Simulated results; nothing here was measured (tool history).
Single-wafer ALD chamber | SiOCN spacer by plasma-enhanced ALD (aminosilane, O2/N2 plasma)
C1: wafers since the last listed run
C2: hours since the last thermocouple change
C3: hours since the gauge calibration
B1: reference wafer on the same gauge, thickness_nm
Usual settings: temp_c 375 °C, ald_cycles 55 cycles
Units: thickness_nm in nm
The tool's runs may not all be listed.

run 1 hour=0.0 | temp_c=375 ald_cycles=61 | C1=0 C2=2200.9 C3=499.7 | B1=3.086 | thickness_nm=3.280
run 2 hour=56.8 | temp_c=375 ald_cycles=61 | C1=278 C2=2257.7 C3=556.5 | B1=3.079 | thickness_nm=3.301
run 3 hour=181.9 | temp_c=375 ald_cycles=61 | C1=613 C2=2382.8 C3=681.6 | B1=3.074 | thickness_nm=3.287
run 4 hour=211.8 | temp_c=375 ald_cycles=55 | C1=146 C2=2412.7 C3=711.5 | B1=3.070 | thickness_nm=2.941
run 5 hour=265.1 | temp_c=375 ald_cycles=55 | C1=261 C2=2466.0 C3=764.8 | B1=3.071 | thickness_nm=2.950
run 6 hour=299.1 | temp_c=375 ald_cycles=55 | C1=166 C2=2500.0 C3=798.8 | B1=3.071 | thickness_nm=2.956
run 7 hour=348.2 | temp_c=375 ald_cycles=55 | C1=240 C2=2549.1 C3=847.9 | B1=3.067 | thickness_nm=2.961
run 8 hour=391.8 | temp_c=375 ald_cycles=55 | C1=213 C2=2592.7 C3=891.5 | B1=3.069 | thickness_nm=2.947
run 9 hour=432.9 | temp_c=375 ald_cycles=55 | C1=201 C2=2633.8 C3=932.6 | B1=3.066 | thickness_nm=2.948
run 10 hour=495.7 | temp_c=375 ald_cycles=55 | C1=307 C2=2696.6 C3=995.4 | B1=3.064 | thickness_nm=2.955
-- hour=535.3 thermocouple changed; heater temperature recalibrated
run 11 hour=535.8 | temp_c=375 ald_cycles=52 | C1=157 C2=0.5 C3=1035.5 | B1=3.063 | thickness_nm=2.792
run 12 hour=552.6 | temp_c=375 ald_cycles=52 | C1=82 C2=17.3 C3=1052.3 | B1=3.064 | thickness_nm=2.785
run 13 hour=581.7 | temp_c=368 ald_cycles=55 | C1=142 C2=46.4 C3=1081.4 | B1=3.063 | thickness_nm=2.938
run 14 hour=633.4 | temp_c=371 ald_cycles=59 | C1=253 C2=98.1 C3=1133.1 | B1=3.063 | thickness_nm=3.173
run 15 hour=672.2 | temp_c=361 ald_cycles=46 | C1=190 C2=136.9 C3=1171.9 | B1=3.059 | thickness_nm=2.465
run 16 hour=727.1 | temp_c=369 ald_cycles=51 | C1=269 C2=191.8 C3=1226.8 | B1=3.062 | thickness_nm=2.730
run 17 hour=790.9 | temp_c=375 ald_cycles=55 | C1=312 C2=255.6 C3=1290.6 | B1=3.058 | thickness_nm=2.957
-- hour=793.1 gauge calibrated
run 18 hour=859.9 | temp_c=367 ald_cycles=55 | C1=338 C2=324.6 C3=66.8 | B1=3.122 | thickness_nm=3.002
run 19 hour=1050.0 | temp_c=384 ald_cycles=52 | C1=931 C2=514.7 C3=256.9 | B1=3.098 | thickness_nm=2.825
run 20 hour=1074.6 | temp_c=384 ald_cycles=63 | C1=120 C2=539.3 C3=281.5 | B1=3.101 | thickness_nm=3.415
run 21 hour=1118.2 | temp_c=379 ald_cycles=49 | C1=213 C2=582.9 C3=325.1 | B1=3.091 | thickness_nm=2.647
run 22 hour=1175.5 | temp_c=368 ald_cycles=50 | C1=280 C2=640.2 C3=382.4 | B1=3.090 | thickness_nm=2.702
run 23 hour=1213.6 | temp_c=375 ald_cycles=55 | C1=186 C2=678.3 C3=420.5 | B1=3.088 | thickness_nm=2.968
run 24 hour=1280.0 | temp_c=379 ald_cycles=55 | C1=325 C2=744.7 C3=486.9 | B1=3.080 | thickness_nm=2.961
run 25 hour=1347.7 | temp_c=369 ald_cycles=64 | C1=331 C2=812.4 C3=554.6 | B1=3.076 | thickness_nm=3.441

What the log doesn't show, run by run:
wafer temperature above the value expected at the setpoint (K): 0 in every run
H1: gauge reads high (%)
run=1 H1=-1.48
run=2 H1=-1.59
run=3 H1=-1.78
run=4 H1=-1.82
run=5 H1=-1.89
run=6 H1=-1.93
run=7 H1=-1.98
run=8 H1=-2.02
run=9 H1=-2.05
run=10 H1=-2.1
run=11 H1=-2.13
run=12 H1=-2.14
run=13 H1=-2.16
run=14 H1=-2.19
run=15 H1=-2.21
run=16 H1=-2.24
run=17 H1=-2.27
run=18 H1=-0.241
run=19 H1=-0.972
run=20 H1=-1.05
run=21 H1=-1.17
run=22 H1=-1.32
run=23 H1=-1.42
run=24 H1=-1.56
run=25 H1=-1.69
